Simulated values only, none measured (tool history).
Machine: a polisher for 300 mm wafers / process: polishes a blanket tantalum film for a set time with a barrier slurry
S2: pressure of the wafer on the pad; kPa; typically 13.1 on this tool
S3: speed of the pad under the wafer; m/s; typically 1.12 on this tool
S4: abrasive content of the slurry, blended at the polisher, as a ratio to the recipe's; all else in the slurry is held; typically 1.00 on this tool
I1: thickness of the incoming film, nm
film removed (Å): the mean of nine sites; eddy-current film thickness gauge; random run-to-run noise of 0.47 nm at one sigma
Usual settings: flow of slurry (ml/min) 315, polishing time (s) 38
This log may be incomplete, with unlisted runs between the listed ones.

run 1 hour=0.0 | flow_of_slurry_(ml/min)=315 S2=13.1 S3=0.86 S4=1.00 polishing_time_(s)=48 | I1=211.3 | film_removed_(Å)=674
-- hour=37.4 slurry nozzle cleaned
run 2 hour=72.8 | flow_of_slurry_(ml/min)=315 S2=13.1 S3=0.86 S4=1.00 polishing_time_(s)=48 | I1=205.4 | film_removed_(Å)=705
-- hour=114.3 slurry blender recalibrated
-- hour=158.8 worn pad replaced by a new one
run 3 hour=159.3 | flow_of_slurry_(ml/min)=315 S2=13.1 S3=1.12 S4=1.00 polishing_time_(s)=38 | I1=213.9 | film_removed_(Å)=731
run 4 hour=221.5 | flow_of_slurry_(ml/min)=315 S2=13.1 S3=1.12 S4=1.00 polishing_time_(s)=38 | I1=208.0 | film_removed_(Å)=715
run 5 hour=274.8 | flow_of_slurry_(ml/min)=315 S2=13.1 S3=1.12 S4=1.00 polishing_time_(s)=38 | I1=210.1 | film_removed_(Å)=706
run 6 hour=321.3 | flow_of_slurry_(ml/min)=315 S2=13.1 S3=1.12 S4=1.00 polishing_time_(s)=38 | I1=211.9 | film_removed_(Å)=707
run 7 hour=382.1 | flow_of_slurry_(ml/min)=315 S2=13.1 S3=1.12 S4=0.80 polishing_time_(s)=38 | I1=207.7 | film_removed_(Å)=657
-- hour=392.8 worn pad replaced by a new one
-- hour=395.8 slurry blender recalibrated
-- hour=430.4 head pressure recalibrated
run 8 hour=489.0 | flow_of_slurry_(ml/min)=315 S2=10.3 S3=1.12 S4=1.05 polishing_time_(s)=38 | I1=207.8 | film_removed_(Å)=611
run 9 hour=533.5 | flow_of_slurry_(ml/min)=315 S2=10.3 S3=1.12 S4=1.05 polishing_time_(s)=38 | I1=208.5 | film_removed_(Å)=612

Estimate the outcome of run 10 from the log above:
run 10 hour=627.1 | flow_of_slurry_(ml/min)=315 S2=11.0 S3=0.88 S4=0.75 polishing_time_(s)=48 | I1=211.1 | film_removed_(Å)=?

Run 10 yielded film removed (Å) 566.
Take away the tool's hidden state, keep the run-to-run variation as it was, and the same run would have given film removed (Å) 604.
